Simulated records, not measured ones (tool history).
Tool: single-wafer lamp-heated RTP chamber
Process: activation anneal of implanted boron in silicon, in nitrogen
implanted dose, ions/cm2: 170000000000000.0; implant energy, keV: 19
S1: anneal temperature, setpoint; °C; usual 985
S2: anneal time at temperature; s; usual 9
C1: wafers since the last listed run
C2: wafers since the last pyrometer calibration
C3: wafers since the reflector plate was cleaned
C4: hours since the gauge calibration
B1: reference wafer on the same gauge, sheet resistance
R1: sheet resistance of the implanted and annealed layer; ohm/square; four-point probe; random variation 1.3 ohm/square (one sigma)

run    hour   S1  S2    C1    C2    C3     C4      B1      R1
  1       0  985   9     0  5334   406  101.3  494.77   514.7
  2    32.8  985   9   622  5956  1029  134.1  495.24   515.5
         78  -- pyrometer window cleaned and pyrometer calibrated
  3    89.3  985   9   920   214  1949  190.6   494.8  516.11
  4   120.1  985   9   584   798  2533  221.4  494.92  513.95
  5   190.5  985   9  1335  2134  3869  291.8  494.77  514.65
  6   255.9  985   9  1240  3375  5110  357.2  494.69  515.41
  7   284.2  967   9   536  3912  5647  385.5  494.77  529.98
  8   316.5  967   9   612  4524  6260  417.8  495.18  528.16
  9   378.8  985  13  1182  5707  7442  480.1  494.98  512.18
      475.4  -- reflector plate cleaned
      495.6  -- pyrometer window cleaned and pyrometer calibrated
 10     529  973   6  2546   633   865  630.3  495.05  528.36
      557.5  -- gauge calibrated
 11     583  968   6  1024  1658  1889   25.5  495.49  535.66
 12   783.6  985  12  3806  5464  5695  226.1  495.65  512.48
 13   837.5  999   9  1022  6487  6718    280  494.59  508.32
 14   865.2  956   6   525  7012  7244  307.7  494.67  550.38
      912.5  -- pyrometer window cleaned and pyrometer calibrated
 15  1005.4  985   9  2508  1762  9752  447.9  494.88  511.19
     1054.4  -- reflector plate cleaned
 16  1061.2  985   9   906  2669   129  503.7  494.72  517.94

What the log doesn't show, run by run:
true wafer temperature minus pyrometer reading, K: 0 in every run
gauge reads high (%): 0 in every run
H1: wafer temperature error from the tarnished reflector plate, K
run     H1
  1  0.941
  2   1.42
  3   2.24
  4   2.69
  5   3.72
  6   4.68
  7   5.09
  8   5.56
  9   6.47
 10   1.78
 11   2.57
 12   5.49
 13   6.28
 14   6.69
 15   8.73
 16  0.294
